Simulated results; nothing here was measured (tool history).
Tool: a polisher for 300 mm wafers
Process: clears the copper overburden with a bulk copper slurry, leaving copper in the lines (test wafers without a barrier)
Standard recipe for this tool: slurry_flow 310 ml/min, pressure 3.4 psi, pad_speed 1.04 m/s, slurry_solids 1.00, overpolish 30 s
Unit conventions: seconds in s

run    hour  slurry_flow  pressure  pad_speed  slurry_solids  overpolish  wafers since the last listed run  wafers polished on this pad  hours since the slurry nozzle was cleaned  hours since the head pressure was calibrated  hours since the slurry blender was calibrated  incoming thickness of the incoming film, nm  seconds
  1     0.0          310       3.4       1.04           1.00          30                                 0                          773                                       42.0                                         448.7                                          190.7                                        804.4     59.7
  2    47.5          310       3.4       1.04           1.00          30                               361                         1134                                       89.5                                         496.2                                          238.2                                        824.4     62.5
  3   142.5          310       3.4       1.04           1.10          30                               722                         1856                                      184.5                                         591.2                                          333.2                                        816.9     59.5
      209.9  -- slurry blender recalibrated
  4   213.5          310       3.4       1.04           1.10          30                               524                         2381                                      255.5                                         662.2                                            3.6                                        803.4     58.7
      235.4  -- worn pad replaced by a new one
  5   314.7          310       3.4       0.96           1.00          30                               739                          602                                      356.7                                         763.4                                          104.8                                        819.4     63.7
  6   396.3          310       3.4       1.04           1.00          30                               620                         1223                                      438.3                                         845.0                                          186.4                                        822.9     62.1
  7   437.3          310       3.4       1.04           1.00          30                               311                         1535                                      479.3                                         886.0                                          227.4                                        823.5     62.2
  8   524.4          310       3.4       1.04           1.00          30                               662                         2197                                      566.4                                         973.1                                          314.5                                        819.4     61.5
      527.6  -- slurry blender recalibrated
      566.7  -- head pressure recalibrated
      586.8  -- worn pad replaced by a new one
  9   588.3          310       3.4       1.04           1.00          30                               425                           11                                      630.3                                          21.6                                           60.7                                        827.7     62.3
 10   629.5          260       3.4       1.04           1.00          30                               313                          324                                      671.5                                          62.8                                          101.9                                        814.6     61.2
      712.1  -- slurry nozzle cleaned
 11   737.2          310       3.4       1.04           1.00          30                               811                         1135                                       25.1                                         170.5                                          209.6                                        809.5     60.7
 12   798.8          385       2.9       1.04           0.80          20                               468                         1604                                       86.7                                         232.1                                          271.2                                        817.6     77.7
      860.1  -- slurry blender recalibrated
      891.4  -- worn pad replaced by a new one
 13   897.9          310       3.4       0.80           1.20          39                               707                           49                                      185.8                                         331.2                                           37.8                                        822.2     68.9
 14  1014.6          310       3.4       0.84           1.15          30                               887                          936                                      302.5                                         447.9                                          154.5                                        798.4     65.4
 15  1113.4          310       3.4       1.04           1.00          30                               751                         1687                                      401.3                                         546.7                                          253.3                                        807.5     60.4
     1207.3  -- worn pad replaced by a new one
 16  1219.1          310       2.4       1.04           1.30          30                               773                           89                                      507.0                                         652.4                                          359.0                                        831.4     79.3
     1225.7  -- slurry blender recalibrated
 17  1313.4          310       3.4       1.04           1.00          30                               701                          791                                      601.3                                         746.7                                           87.7                                        810.7     60.7
     1324.8  -- slurry nozzle cleaned
 18  1410.5          405       3.4       1.04           0.90          30                               730                         1521                                       85.7                                         843.8                                          184.8                                        815.6     63.7
 19  1451.5          310       3.4       1.14           1.00          30                               311                         1833                                      126.7                                         884.8                                          225.8                                        826.1     60.5
     1494.5  -- worn pad replaced by a new one
     1537.9  -- slurry blender recalibrated
 20  1557.2          405       2.6       0.68           0.90          30                               758                          461                                      232.4                                         990.5                                           19.3                                        816.7    104.1
     1576.8  -- head pressure recalibrated
 21  1597.5          310       3.4       0.86           1.25          18                               291                          752                                      272.7                                          20.7                                           59.6                                        804.6     62.9
 22  1664.6          310       3.4       0.86           1.00          30                               510                         1262                                      339.8                                          87.8                                          126.7                                        799.3     67.4

Across each entry between runs, compare the hidden state at the last listed run before it with the hidden state at the first listed run after it:
Run 3 -> run 4: slurry blender recalibrated (hour 209.9)
  no difference in the tool's unlogged condition between these two runs
Run 4 -> run 5: worn pad replaced by a new one (hour 235.4)
  no difference in the tool's unlogged condition between these two runs
Run 8 -> run 9: slurry blender recalibrated (hour 527.6); head pressure recalibrated (hour 566.7); worn pad replaced by a new one (hour 586.8)
  no difference in the tool's unlogged condition between these two runs
Run 10 -> run 11: slurry nozzle cleaned (hour 712.1)
  no difference in the tool's unlogged condition between these two runs
Run 12 -> run 13: slurry blender recalibrated (hour 860.1); worn pad replaced by a new one (hour 891.4)
  no difference in the tool's unlogged condition between these two runs
Run 15 -> run 16: worn pad replaced by a new one (hour 1207.3)
  no difference in the tool's unlogged condition between these two runs
Run 16 -> run 17: slurry blender recalibrated (hour 1225.7)
  no difference in the tool's unlogged condition between these two runs
Run 17 -> run 18: slurry nozzle cleaned (hour 1324.8)
  no difference in the tool's unlogged condition between these two runs
Run 19 -> run 20: worn pad replaced by a new one (hour 1494.5); slurry blender recalibrated (hour 1537.9)
  no difference in the tool's unlogged condition between these two runs
Run 20 -> run 21: head pressure recalibrated (hour 1576.8)
  no difference in the tool's unlogged condition between these two runs

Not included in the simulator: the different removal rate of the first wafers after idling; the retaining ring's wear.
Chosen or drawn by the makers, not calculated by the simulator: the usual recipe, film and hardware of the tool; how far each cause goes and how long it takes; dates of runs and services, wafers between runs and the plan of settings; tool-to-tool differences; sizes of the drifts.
